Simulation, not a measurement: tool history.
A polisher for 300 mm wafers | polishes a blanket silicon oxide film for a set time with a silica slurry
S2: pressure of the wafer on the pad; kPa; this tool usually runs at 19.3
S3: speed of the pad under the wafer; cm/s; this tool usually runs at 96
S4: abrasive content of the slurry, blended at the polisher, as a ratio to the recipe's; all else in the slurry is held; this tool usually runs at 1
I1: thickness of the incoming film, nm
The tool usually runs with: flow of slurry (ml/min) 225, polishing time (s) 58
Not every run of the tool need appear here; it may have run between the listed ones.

run 1 hour=0 | flow_of_slurry_(ml/min)=175 S2=19.3 S3=96 S4=1 polishing_time_(s)=58 | I1=848.9 | film_removed_(Å)=1256
-- hour=64.1 worn pad replaced by a new one
run 2 hour=68.7 | flow_of_slurry_(ml/min)=175 S2=19.3 S3=96 S4=1 polishing_time_(s)=58 | I1=842.6 | film_removed_(Å)=1227
-- hour=167.5 conditioning disc replaced and pad reconditioned
-- hour=176 slurry blender recalibrated
-- hour=216.4 slurry nozzle cleaned
run 3 hour=257.1 | flow_of_slurry_(ml/min)=175 S2=19.3 S3=96 S4=1 polishing_time_(s)=58 | I1=826.5 | film_removed_(Å)=1274
-- hour=346.4 worn pad replaced by a new one
run 4 hour=359.3 | flow_of_slurry_(ml/min)=285 S2=19.3 S3=96 S4=1 polishing_time_(s)=58 | I1=831.5 | film_removed_(Å)=1318
run 5 hour=411.2 | flow_of_slurry_(ml/min)=285 S2=19.3 S3=96 S4=1 polishing_time_(s)=58 | I1=834 | film_removed_(Å)=1302
-- hour=445.9 slurry blender recalibrated
-- hour=466.9 slurry nozzle cleaned
run 6 hour=509.8 | flow_of_slurry_(ml/min)=225 S2=19.3 S3=96 S4=1 polishing_time_(s)=58 | I1=842 | film_removed_(Å)=1293
run 7 hour=560.2 | flow_of_slurry_(ml/min)=225 S2=19.3 S3=96 S4=1 polishing_time_(s)=58 | I1=831.2 | film_removed_(Å)=1286
-- hour=592.3 worn pad replaced by a new one
run 8 hour=625.9 | flow_of_slurry_(ml/min)=225 S2=19.3 S3=96 S4=1 polishing_time_(s)=58 | I1=843.1 | film_removed_(Å)=1247
-- hour=629.6 conditioning disc replaced and pad reconditioned
-- hour=646.6 head pressure recalibrated
-- hour=700.2 slurry blender recalibrated
-- hour=706.6 slurry nozzle cleaned
run 9 hour=709.9 | flow_of_slurry_(ml/min)=225 S2=19.3 S3=96 S4=1 polishing_time_(s)=58 | I1=835.5 | film_removed_(Å)=1327
run 10 hour=768.8 | flow_of_slurry_(ml/min)=225 S2=19.3 S3=96 S4=1 polishing_time_(s)=58 | I1=827.1 | film_removed_(Å)=1345
run 11 hour=804.8 | flow_of_slurry_(ml/min)=260 S2=19.3 S3=96 S4=1 polishing_time_(s)=52 | I1=814.8 | film_removed_(Å)=1198
run 12 hour=849.2 | flow_of_slurry_(ml/min)=250 S2=19.3 S3=80 S4=1.25 polishing_time_(s)=66 | I1=829.9 | film_removed_(Å)=1452
-- hour=888.9 worn pad replaced by a new one
run 13 hour=896.1 | flow_of_slurry_(ml/min)=225 S2=17.2 S3=96 S4=1.15 polishing_time_(s)=58 | I1=833.7 | film_removed_(Å)=1214
-- hour=976.1 slurry nozzle cleaned
run 14 hour=977.4 | flow_of_slurry_(ml/min)=290 S2=24.1 S3=96 S4=1 polishing_time_(s)=58 | I1=826.4 | film_removed_(Å)=1685
-- hour=989.4 slurry blender recalibrated
-- hour=1010.4 conditioning disc replaced and pad reconditioned
run 15 hour=1053.5 | flow_of_slurry_(ml/min)=225 S2=19.3 S3=96 S4=1 polishing_time_(s)=58 | I1=831.3 | film_removed_(Å)=1293
run 16 hour=1098.6 | flow_of_slurry_(ml/min)=225 S2=21.4 S3=66 S4=1 polishing_time_(s)=40 | I1=813.1 | film_removed_(Å)=723
-- hour=1182.6 worn pad replaced by a new one
run 17 hour=1201.2 | flow_of_slurry_(ml/min)=260 S2=19.3 S3=74 S4=0.7 polishing_time_(s)=77 | I1=826.4 | film_removed_(Å)=1077
-- hour=1227.9 slurry nozzle cleaned
run 18 hour=1241.3 | flow_of_slurry_(ml/min)=225 S2=19.3 S3=96 S4=1 polishing_time_(s)=49 | I1=825.5 | film_removed_(Å)=1097
-- hour=1263.8 slurry blender recalibrated
run 19 hour=1308.2 | flow_of_slurry_(ml/min)=265 S2=26.2 S3=112 S4=1 polishing_time_(s)=69 | I1=829.7 | film_removed_(Å)=2437

Here are 3 independent what-if runs from the current tool condition. What would each one return?
run A hour=1308.6 | flow_of_slurry_(ml/min)=225 S2=19.3 S3=96 S4=1 polishing_time_(s)=58 | I1=837.5 | film_removed_(Å)=?
run B hour=1308.6 | flow_of_slurry_(ml/min)=225 S2=14.5 S3=96 S4=0.9 polishing_time_(s)=58 | I1=837.5 | film_removed_(Å)=?
run C hour=1308.6 | flow_of_slurry_(ml/min)=280 S2=22.8 S3=96 S4=1 polishing_time_(s)=58 | I1=837.5 | film_removed_(Å)=?

run=A film_removed_(Å)=1317
run=B film_removed_(Å)=930
run=C film_removed_(Å)=1599
Take away the tool's hidden state, keep each run's random variation, and the runs would have read:
run=A film_removed_(Å)=1347
run=B film_removed_(Å)=952
run=C film_removed_(Å)=1628
